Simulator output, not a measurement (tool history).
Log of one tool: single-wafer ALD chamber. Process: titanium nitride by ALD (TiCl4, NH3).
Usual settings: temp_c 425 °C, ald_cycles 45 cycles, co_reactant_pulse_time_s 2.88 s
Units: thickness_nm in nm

run,hour,temp_c,ald_cycles,co_reactant_pulse_time_s,"read-back reference wafer on the same gauge, thickness_nm",thickness_nm
1,0.0,425,45,2.88,0.787,0.973
2,31.5,425,45,2.88,0.786,0.975
3,73.8,425,45,2.88,0.787,0.977
4,138.8,425,45,2.88,0.787,0.975
5,189.5,425,45,2.88,0.787,0.978
6,237.1,425,45,2.88,0.787,0.970
7,388.6,425,45,2.88,0.787,0.977
8,446.6,431,41,2.88,0.787,0.892
9,475.4,431,41,2.88,0.787,0.888
10,523.4,425,51,3.12,0.787,1.108
11,584.7,425,45,2.88,0.787,0.972
12,624.4,425,45,2.88,0.787,0.977
13,677.0,425,45,2.88,0.787,0.975
14,737.4,425,45,2.88,0.787,0.975
15,804.1,436,45,4.02,0.787,0.981
16,856.4,425,45,2.88,0.787,0.977
# hour 858.2: gauge calibrated
17,888.8,425,45,2.88,0.787,0.977
# hour 915.5: showerhead replaced
18,1097.6,425,45,2.88,0.787,0.975
# hour 1109.1: thermocouple changed; heater temperature recalibrated
19,1157.0,425,45,2.88,0.786,0.975
20,1208.0,435,45,2.29,0.787,0.972
21,1266.5,425,42,2.88,0.787,0.912
22,1312.0,435,42,2.47,0.787,0.907
23,1368.2,425,45,2.88,0.787,0.973
24,1402.3,436,37,2.00,0.787,0.794
25,1436.9,432,39,3.44,0.787,0.851
26,1488.0,421,38,1.73,0.787,0.807
27,1532.3,425,45,1.98,0.787,0.962
28,1734.5,425,41,1.95,0.787,0.882
29,1801.3,425,45,2.88,0.787,0.978

Forecast each of these 5 alternatives for the next run:
A,1801.8,425,45,2.88,?,?
B,1801.8,413,45,2.18,?,?
C,1801.8,429,38,3.93,?,?
D,1801.8,425,36,2.88,?,?
E,1801.8,440,45,3.86,?,?

run,"read-back reference wafer on the same gauge, thickness_nm",thickness_nm
A,0.787,0.979
B,0.787,0.967
C,0.787,0.831
D,0.787,0.783
E,0.787,0.982
Without the tool's hidden state the same runs would have given:
run,thickness_nm
A,0.979
B,0.967
C,0.831
D,0.783
E,0.982
